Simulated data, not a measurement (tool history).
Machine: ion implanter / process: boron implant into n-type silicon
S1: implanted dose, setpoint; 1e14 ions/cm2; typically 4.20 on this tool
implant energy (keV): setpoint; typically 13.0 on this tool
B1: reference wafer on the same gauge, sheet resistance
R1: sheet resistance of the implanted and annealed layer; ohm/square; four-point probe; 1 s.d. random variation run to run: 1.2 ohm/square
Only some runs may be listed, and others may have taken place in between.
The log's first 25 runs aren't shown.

{"run": 26, "hour": 324.1, "S1": 4.89, "implant energy (keV)": 15.5, "B1": 265.27, "R1": 243.32}
{"run": 27, "hour": 330.3, "S1": 4.56, "implant energy (keV)": 15.5, "B1": 265.0, "R1": 255.32}
{"run": 28, "hour": 342.1, "S1": 3.21, "implant energy (keV)": 11.0, "B1": 264.9, "R1": 352.25}
{"run": 29, "hour": 351.9, "S1": 5.08, "implant energy (keV)": 16.5, "B1": 264.93, "R1": 234.4}
{"run": 30, "hour": 368.3, "S1": 4.2, "implant energy (keV)": 13.0, "B1": 264.98, "R1": 275.24}
{"run": 31, "hour": 384.8, "S1": 4.2, "implant energy (keV)": 15.0, "B1": 264.92, "R1": 273.34}
{"run": 32, "hour": 398.4, "S1": 5.29, "implant energy (keV)": 15.0, "B1": 265.07, "R1": 226.42}
{"run": 33, "hour": 406.6, "S1": 4.2, "implant energy (keV)": 13.0, "B1": 265.29, "R1": 276.15}
{"run": 34, "hour": 415.6, "S1": 4.2, "implant energy (keV)": 17.5, "B1": 264.84, "R1": 270.42}
{"run": 35, "hour": 429.4, "S1": 4.2, "implant energy (keV)": 9.0, "B1": 264.73, "R1": 284.2}
{"run": 36, "hour": 446.8, "S1": 5.3, "implant energy (keV)": 8.5, "B1": 265.13, "R1": 235.49}

Alternative continuations, all from the tool just after run 36; predict every row:
{"run": "A", "hour": 447.2, "S1": 4.55, "implant energy (keV)": 13.0, "B1": "?", "R1": "?"}
{"run": "B", "hour": 447.2, "S1": 4.2, "implant energy (keV)": 9.5, "B1": "?", "R1": "?"}
{"run": "C", "hour": 447.2, "S1": 5.21, "implant energy (keV)": 16.0, "B1": "?", "R1": "?"}
{"run": "D", "hour": 447.2, "S1": 5.32, "implant energy (keV)": 9.5, "B1": "?", "R1": "?"}
{"run": "E", "hour": 447.2, "S1": 4.2, "implant energy (keV)": 15.5, "B1": "?", "R1": "?"}

run=A B1=264.93 R1=255.33
run=B B1=264.93 R1=278.88
run=C B1=264.93 R1=226.39
run=D B1=264.93 R1=230.02
run=E B1=264.93 R1=269.70
Without the tool's unlogged condition, the same runs would have read:
run=A R1=262.07
run=B R1=286.49
run=C R1=232.29
run=D R1=235.89
run=E R1=276.72

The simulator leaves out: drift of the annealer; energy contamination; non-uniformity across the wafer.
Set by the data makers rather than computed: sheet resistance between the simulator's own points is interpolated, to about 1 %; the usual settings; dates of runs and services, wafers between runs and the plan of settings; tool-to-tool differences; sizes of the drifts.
